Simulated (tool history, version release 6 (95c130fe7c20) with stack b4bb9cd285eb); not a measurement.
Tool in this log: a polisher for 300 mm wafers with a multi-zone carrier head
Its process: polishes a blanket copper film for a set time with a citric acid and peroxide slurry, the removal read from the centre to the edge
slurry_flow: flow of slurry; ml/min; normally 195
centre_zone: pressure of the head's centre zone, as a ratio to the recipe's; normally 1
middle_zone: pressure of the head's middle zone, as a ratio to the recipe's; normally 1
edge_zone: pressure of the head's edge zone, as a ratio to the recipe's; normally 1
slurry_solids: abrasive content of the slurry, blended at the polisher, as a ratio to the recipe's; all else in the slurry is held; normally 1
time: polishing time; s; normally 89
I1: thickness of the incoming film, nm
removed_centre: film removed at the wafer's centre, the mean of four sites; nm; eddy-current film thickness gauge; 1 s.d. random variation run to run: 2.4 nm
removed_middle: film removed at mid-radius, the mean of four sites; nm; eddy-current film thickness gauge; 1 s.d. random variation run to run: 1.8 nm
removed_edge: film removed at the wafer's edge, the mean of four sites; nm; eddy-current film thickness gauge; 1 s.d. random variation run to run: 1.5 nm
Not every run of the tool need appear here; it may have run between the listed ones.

{"run": 1, "hour": 0.0, "slurry_flow": 195, "centre_zone": 1, "middle_zone": 1.06, "edge_zone": 1, "slurry_solids": 1, "time": 89, "I1": 813, "removed_centre": 160.3, "removed_middle": 165.9, "removed_edge": 160.8}
{"run": 2, "hour": 41.2, "slurry_flow": 195, "centre_zone": 1, "middle_zone": 1, "edge_zone": 1, "slurry_solids": 1, "time": 89, "I1": 806.1, "removed_centre": 155.6, "removed_middle": 155.8, "removed_edge": 159.2}
{"run": 3, "hour": 119.0, "slurry_flow": 195, "centre_zone": 1, "middle_zone": 1, "edge_zone": 1, "slurry_solids": 0.9, "time": 89, "I1": 811, "removed_centre": 150.8, "removed_middle": 149.6, "removed_edge": 150.6}
{"hour": 170.1, "done": "edge zone pressure recalibrated"}
{"run": 4, "hour": 213.2, "slurry_flow": 195, "centre_zone": 1, "middle_zone": 1, "edge_zone": 1, "slurry_solids": 0.9, "time": 89, "I1": 811.4, "removed_centre": 148, "removed_middle": 147.7, "removed_edge": 147.5}
{"hour": 223.1, "done": "worn pad replaced by a new one, repeated, since the last time left the tool worse"}
{"hour": 224.3, "done": "carrier head's membrane replaced by a new one"}
{"run": 5, "hour": 318.7, "slurry_flow": 165, "centre_zone": 1, "middle_zone": 0.89, "edge_zone": 1.11, "slurry_solids": 1, "time": 89, "I1": 810.3, "removed_centre": 169.2, "removed_middle": 157.6, "removed_edge": 182}
{"run": 6, "hour": 359.7, "slurry_flow": 195, "centre_zone": 1, "middle_zone": 1.05, "edge_zone": 0.94, "slurry_solids": 1, "time": 89, "I1": 807.5, "removed_centre": 172, "removed_middle": 181.3, "removed_edge": 170.7}
{"hour": 481.3, "done": "slurry nozzle cleaned"}
{"run": 7, "hour": 527.7, "slurry_flow": 195, "centre_zone": 1.11, "middle_zone": 1, "edge_zone": 1, "slurry_solids": 1, "time": 110, "I1": 802.9, "removed_centre": 224.2, "removed_middle": 213.2, "removed_edge": 215.4}
{"hour": 551.5, "done": "edge zone pressure recalibrated"}
{"run": 8, "hour": 570.1, "slurry_flow": 140, "centre_zone": 1, "middle_zone": 0.91, "edge_zone": 1.12, "slurry_solids": 1.25, "time": 89, "I1": 820.2, "removed_centre": 172, "removed_middle": 160.3, "removed_edge": 184.3}
{"hour": 604.0, "done": "worn pad replaced by a new one"}
{"run": 9, "hour": 632.0, "slurry_flow": 195, "centre_zone": 1, "middle_zone": 1, "edge_zone": 1, "slurry_solids": 1, "time": 111, "I1": 807.7, "removed_centre": 221.4, "removed_middle": 217, "removed_edge": 226.2}
{"run": 10, "hour": 716.7, "slurry_flow": 195, "centre_zone": 1, "middle_zone": 1, "edge_zone": 1, "slurry_solids": 1, "time": 89, "I1": 805.9, "removed_centre": 174.4, "removed_middle": 176.6, "removed_edge": 177.8}
{"run": 11, "hour": 807.7, "slurry_flow": 195, "centre_zone": 1, "middle_zone": 1, "edge_zone": 1, "slurry_solids": 1, "time": 76, "I1": 812.2, "removed_centre": 152.5, "removed_middle": 147.4, "removed_edge": 151.7}
{"run": 12, "hour": 886.6, "slurry_flow": 195, "centre_zone": 1, "middle_zone": 1, "edge_zone": 1, "slurry_solids": 1, "time": 89, "I1": 810.5, "removed_centre": 175.9, "removed_middle": 173, "removed_edge": 174.7}
{"hour": 908.1, "done": "slurry nozzle cleaned"}
{"run": 13, "hour": 928.0, "slurry_flow": 195, "centre_zone": 1, "middle_zone": 1, "edge_zone": 1, "slurry_solids": 1, "time": 89, "I1": 818, "removed_centre": 168.1, "removed_middle": 171.7, "removed_edge": 172.5}
{"hour": 964.1, "done": "edge zone pressure recalibrated"}
{"hour": 985.1, "done": "worn pad replaced by a new one"}
{"run": 14, "hour": 1003.2, "slurry_flow": 255, "centre_zone": 0.92, "middle_zone": 1, "edge_zone": 1, "slurry_solids": 1, "time": 89, "I1": 823, "removed_centre": 166.1, "removed_middle": 181.5, "removed_edge": 184.1}
{"run": 15, "hour": 1103.6, "slurry_flow": 245, "centre_zone": 1, "middle_zone": 1, "edge_zone": 1.07, "slurry_solids": 1, "time": 89, "I1": 810.5, "removed_centre": 179.1, "removed_middle": 175.8, "removed_edge": 188.2}
{"hour": 1174.8, "done": "centre zone pressure recalibrated"}
{"run": 16, "hour": 1205.8, "slurry_flow": 195, "centre_zone": 0.9, "middle_zone": 1, "edge_zone": 1, "slurry_solids": 1, "time": 89, "I1": 800.9, "removed_centre": 159.3, "removed_middle": 171.1, "removed_edge": 175.7}
{"run": 17, "hour": 1264.8, "slurry_flow": 260, "centre_zone": 1, "middle_zone": 0.96, "edge_zone": 1, "slurry_solids": 1, "time": 79, "I1": 805.9, "removed_centre": 160.6, "removed_middle": 147.6, "removed_edge": 157.2}
{"run": 18, "hour": 1350.3, "slurry_flow": 195, "centre_zone": 1, "middle_zone": 1.06, "edge_zone": 1, "slurry_solids": 1, "time": 89, "I1": 815.8, "removed_centre": 166.9, "removed_middle": 173.7, "removed_edge": 171.8}
{"hour": 1364.4, "done": "slurry nozzle cleaned"}
{"hour": 1433.1, "done": "edge zone pressure recalibrated"}
{"hour": 1436.3, "done": "worn pad replaced by a new one"}
{"run": 19, "hour": 1455.3, "slurry_flow": 195, "centre_zone": 1, "middle_zone": 1, "edge_zone": 0.91, "slurry_solids": 1, "time": 98, "I1": 809.8, "removed_centre": 196.8, "removed_middle": 195.2, "removed_edge": 189.7}
{"run": 20, "hour": 1509.1, "slurry_flow": 195, "centre_zone": 1, "middle_zone": 1, "edge_zone": 1.11, "slurry_solids": 1, "time": 89, "I1": 797.6, "removed_centre": 178.2, "removed_middle": 175.5, "removed_edge": 188.6}

Alternative continuations, all from the tool just after run 20; predict every row:
{"run": "A", "hour": 1509.6, "slurry_flow": 195, "centre_zone": 1, "middle_zone": 1, "edge_zone": 1, "slurry_solids": 1, "time": 89, "I1": 824.7, "removed_centre": "?", "removed_middle": "?", "removed_edge": "?"}
{"run": "B", "hour": 1509.6, "slurry_flow": 195, "centre_zone": 1.07, "middle_zone": 0.91, "edge_zone": 1, "slurry_solids": 1.25, "time": 89, "I1": 824.7, "removed_centre": "?", "removed_middle": "?", "removed_edge": "?"}
{"run": "C", "hour": 1509.6, "slurry_flow": 195, "centre_zone": 1.09, "middle_zone": 1, "edge_zone": 1, "slurry_solids": 1, "time": 89, "I1": 824.7, "removed_centre": "?", "removed_middle": "?", "removed_edge": "?"}
{"run": "D", "hour": 1509.6, "slurry_flow": 195, "centre_zone": 1, "middle_zone": 1, "edge_zone": 1, "slurry_solids": 0.85, "time": 89, "I1": 824.7, "removed_centre": "?", "removed_middle": "?", "removed_edge": "?"}
{"run": "E", "hour": 1509.6, "slurry_flow": 195, "centre_zone": 1, "middle_zone": 0.95, "edge_zone": 1, "slurry_solids": 1, "time": 89, "I1": 824.7, "removed_centre": "?", "removed_middle": "?", "removed_edge": "?"}

run=A removed_centre=177.7 removed_middle=174 removed_edge=178.6
run=B removed_centre=200 removed_middle=169.6 removed_edge=188.7
run=C removed_centre=193 removed_middle=173.9 removed_edge=178.6
run=D removed_centre=170.9 removed_middle=167.3 removed_edge=171.7
run=E removed_centre=177.6 removed_middle=166.6 removed_edge=178.7
Had the tool no hidden state, the same runs would have come out as:
run=A removed_centre=178.2 removed_middle=174.5 removed_edge=179.1
run=B removed_centre=200.6 removed_middle=170.1 removed_edge=189.2
run=C removed_centre=193.6 removed_middle=174.4 removed_edge=179.1
run=D removed_centre=171.4 removed_middle=167.8 removed_edge=172.2
run=E removed_centre=178.2 removed_middle=167.1 removed_edge=179.2
